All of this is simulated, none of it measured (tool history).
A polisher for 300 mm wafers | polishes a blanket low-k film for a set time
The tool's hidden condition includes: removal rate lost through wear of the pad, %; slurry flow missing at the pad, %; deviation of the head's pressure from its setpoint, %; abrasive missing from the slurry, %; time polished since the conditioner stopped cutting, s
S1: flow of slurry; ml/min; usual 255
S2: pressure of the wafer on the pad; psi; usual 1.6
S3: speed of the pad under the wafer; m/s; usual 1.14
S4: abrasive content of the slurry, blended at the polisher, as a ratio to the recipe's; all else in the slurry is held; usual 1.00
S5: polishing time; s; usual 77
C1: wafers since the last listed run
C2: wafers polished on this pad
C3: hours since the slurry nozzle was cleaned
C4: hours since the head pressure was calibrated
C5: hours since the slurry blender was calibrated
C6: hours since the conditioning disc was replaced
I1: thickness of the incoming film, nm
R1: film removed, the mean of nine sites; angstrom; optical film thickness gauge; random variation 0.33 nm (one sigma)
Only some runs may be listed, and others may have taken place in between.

run,hour,S1,S2,S3,S4,S5,C1,C2,C3,C4,C5,C6,I1,R1
1,0.0,255,1.7,1.14,1.00,86,0,41,232.8,1029.8,98.4,214.7,395.0,264
2,6.0,255,1.7,1.14,1.00,86,44,86,238.8,1035.8,104.4,220.7,385.3,261
3,18.6,255,1.6,1.14,1.00,77,94,180,251.4,1048.4,117.0,233.3,388.7,223
4,36.4,255,1.6,0.90,1.00,55,133,314,269.2,1066.2,134.8,251.1,391.8,144
5,52.5,255,1.9,1.04,1.20,67,120,434,285.3,1082.3,150.9,267.2,389.9,206
# hour 60.2: slurry blender recalibrated
6,95.0,255,1.6,1.14,1.00,77,303,738,327.8,1124.8,34.8,309.7,389.3,231
7,107.2,255,1.6,1.14,1.10,77,91,829,340.0,1137.0,47.0,321.9,391.0,235
# hour 116.1: worn pad replaced by a new one
8,119.4,255,1.6,1.14,1.00,77,61,24,352.2,1149.2,59.2,334.1,393.9,230
9,125.8,255,1.6,1.14,1.00,77,47,72,358.6,1155.6,65.6,340.5,393.9,231
10,136.1,255,1.8,1.48,1.15,90,77,149,368.9,1165.9,75.9,350.8,383.5,334
11,142.7,255,1.6,1.14,1.00,77,49,199,375.5,1172.5,82.5,357.4,389.1,228
# hour 150.5: head pressure recalibrated
12,157.3,255,1.6,1.14,1.00,65,94,293,390.1,6.8,97.1,372.0,385.6,189
# hour 165.0: conditioning disc replaced and pad reconditioned
13,169.5,255,1.6,1.14,1.00,77,76,369,402.3,19.0,109.3,4.5,390.1,247
# hour 174.2: slurry nozzle cleaned
14,176.8,255,1.6,1.34,1.00,77,47,417,2.6,26.3,116.6,11.8,387.4,267
15,184.5,290,1.6,1.14,1.00,77,57,474,10.3,34.0,124.3,19.5,393.9,243
# hour 195.1: slurry blender recalibrated
16,195.6,255,1.6,1.14,1.00,77,68,543,21.4,45.1,0.5,30.6,385.2,254
17,204.6,215,1.6,1.14,1.00,77,67,610,30.4,54.1,9.5,39.6,390.5,249
# hour 226.2: worn pad replaced by a new one
18,251.7,340,1.6,1.14,1.00,95,323,191,77.5,101.2,56.6,86.7,392.7,307
19,263.6,255,1.6,1.52,1.00,77,89,280,89.4,113.1,68.5,98.6,386.3,281
20,277.5,255,1.6,1.14,1.25,98,104,384,103.3,127.0,82.4,112.5,389.7,312
21,284.6,255,1.6,0.98,1.00,77,53,437,110.4,134.1,89.5,119.6,389.4,215
22,297.1,280,1.6,0.90,1.00,77,93,531,122.9,146.6,102.0,132.1,391.2,206
23,303.2,255,1.6,1.14,1.00,77,45,577,129.0,152.7,108.1,138.2,390.7,229
# hour 337.5: worn pad replaced by a new one
24,339.1,170,1.6,0.86,1.00,69,239,12,164.9,188.6,144.0,174.1,386.0,166
# hour 344.9: slurry blender recalibrated
25,354.4,315,1.1,1.26,1.10,77,99,112,180.2,203.9,9.5,189.4,387.5,214

What if the next run were any one of these 5? Each begins from the tool's condition after run 25:
A,354.9,255,1.4,1.14,1.00,77,3,115,180.7,204.4,10.0,189.9,387.1,?
B,354.9,255,1.6,1.14,1.00,99,3,115,180.7,204.4,10.0,189.9,387.1,?
C,354.9,200,1.6,1.14,1.00,67,3,115,180.7,204.4,10.0,189.9,387.1,?
D,354.9,255,1.6,1.14,1.30,77,3,115,180.7,204.4,10.0,189.9,387.1,?
E,354.9,255,1.6,1.40,1.00,77,3,115,180.7,204.4,10.0,189.9,387.1,?

run,R1
A,217
B,300
C,199
D,248
E,259
Without the tool's hidden state the same runs would have given:
run,R1
A,243
B,338
C,224
D,279
E,296

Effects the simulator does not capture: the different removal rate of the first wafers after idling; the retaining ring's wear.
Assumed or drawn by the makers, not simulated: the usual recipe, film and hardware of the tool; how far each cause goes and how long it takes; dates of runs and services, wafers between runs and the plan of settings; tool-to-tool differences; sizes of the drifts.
